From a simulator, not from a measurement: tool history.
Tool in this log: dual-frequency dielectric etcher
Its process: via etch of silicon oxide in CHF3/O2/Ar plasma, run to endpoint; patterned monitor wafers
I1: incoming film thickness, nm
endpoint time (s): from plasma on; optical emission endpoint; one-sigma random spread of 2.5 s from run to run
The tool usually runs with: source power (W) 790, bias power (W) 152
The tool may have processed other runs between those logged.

Run 1, hour 0.0: usual settings but source power (W) 860, bias power (W) 137; I1 659.3. Result: endpoint time (s) 331.0.
Run 2, hour 54.3: usual settings but source power (W) 860, bias power (W) 137; I1 650.0. Result: endpoint time (s) 331.6.
Run 3, hour 218.2: usual settings but source power (W) 860, bias power (W) 137; I1 653.1. Result: endpoint time (s) 324.9.
Run 4, hour 272.0: usual settings; I1 653.4. Result: endpoint time (s) 314.5.
Run 5, hour 308.7: usual settings; I1 654.5. Result: endpoint time (s) 318.4.
Run 6, hour 339.5: usual settings but source power (W) 840, bias power (W) 134; I1 654.7. Result: endpoint time (s) 325.9.
Run 7, hour 386.0: usual settings but source power (W) 840, bias power (W) 134; I1 647.2. Result: endpoint time (s) 326.2.
At hour 464.2: wet clean of the chamber.
Run 8, hour 464.7: usual settings; I1 650.8. Result: endpoint time (s) 328.0.
Run 9, hour 490.5: usual settings; I1 651.8. Result: endpoint time (s) 326.6.
Run 10, hour 528.1: usual settings; I1 653.5. Result: endpoint time (s) 323.8.
Run 11, hour 559.1: usual settings but source power (W) 870; I1 648.8. Result: endpoint time (s) 318.4.
Run 12, hour 628.3: usual settings but source power (W) 870; I1 655.7. Result: endpoint time (s) 316.8.
At hour 634.5: source power generator calibrated.
Run 13, hour 674.0: usual settings but source power (W) 870; I1 647.1. Result: endpoint time (s) 312.9.
Run 14, hour 732.2: usual settings but source power (W) 640, bias power (W) 144; I1 659.1. Result: endpoint time (s) 336.1.
Run 15, hour 787.3: usual settings but source power (W) 990, bias power (W) 125; I1 653.5. Result: endpoint time (s) 319.2.
Run 16, hour 834.7: usual settings; I1 650.7. Result: endpoint time (s) 310.2.
Run 17, hour 865.7: usual settings but bias power (W) 116; I1 653.7. Result: endpoint time (s) 342.6.
At hour 920.0: upper electrode replaced.
Run 18, hour 924.4: usual settings but source power (W) 860, bias power (W) 137; I1 648.3. Result: endpoint time (s) 316.6.
Run 19, hour 984.0: usual settings but bias power (W) 179; I1 655.9. Result: endpoint time (s) 297.0.
At hour 1009.2: wet clean of the chamber.
Run 20, hour 1016.5: usual settings but bias power (W) 135; I1 645.4. Result: endpoint time (s) 331.6.
Run 21, hour 1063.2: usual settings but source power (W) 910; I1 650.1. Result: endpoint time (s) 311.4.
Run 22, hour 1088.2: usual settings; I1 654.2. Result: endpoint time (s) 323.4.
At hour 1095.4: bias power generator calibrated.
Run 23, hour 1138.0: usual settings but source power (W) 700, bias power (W) 175; I1 650.1. Result: endpoint time (s) 314.7.
Run 24, hour 1194.2: usual settings but source power (W) 840, bias power (W) 134; I1 650.8. Result: endpoint time (s) 320.4.
Run 25, hour 1379.1: usual settings but source power (W) 630, bias power (W) 185; I1 658.4. Result: endpoint time (s) 310.7.
Run 26, hour 1405.1: usual settings but source power (W) 640, bias power (W) 144; I1 659.0. Result: endpoint time (s) 330.4.
Run 27, hour 1440.5: usual settings but source power (W) 960, bias power (W) 188; I1 656.9. Result: endpoint time (s) 281.9.
At hour 1494.6: wet clean of the chamber.
Run 28, hour 1495.1: usual settings but source power (W) 670; I1 654.8. Result: endpoint time (s) 334.8.
Run 29, hour 1510.6: usual settings; I1 649.5. Result: endpoint time (s) 321.8.

Here are 5 independent what-if runs from the current tool condition. What would each one return?
Run A, hour 1511.1: usual settings; I1 656.9. Result: endpoint time (s) ?.
Run B, hour 1511.1: usual settings but source power (W) 880, bias power (W) 166; I1 656.9. Result: endpoint time (s) ?.
Run C, hour 1511.1: usual settings but source power (W) 640, bias power (W) 123; I1 656.9. Result: endpoint time (s) ?.
Run D, hour 1511.1: usual settings but source power (W) 890, bias power (W) 139; I1 656.9. Result: endpoint time (s) ?.
Run E, hour 1511.1: usual settings but source power (W) 620, bias power (W) 172; I1 656.9. Result: endpoint time (s) ?.

run  endpoint time (s)
  A              327.2
  B              311.5
  C              363.0
  D              328.4
  E              328.8
Had the tool no hidden state, the same runs would have come out as:
run  endpoint time (s)
  A              327.9
  B              312.1
  C              363.8
  D              329.1
  E              329.4
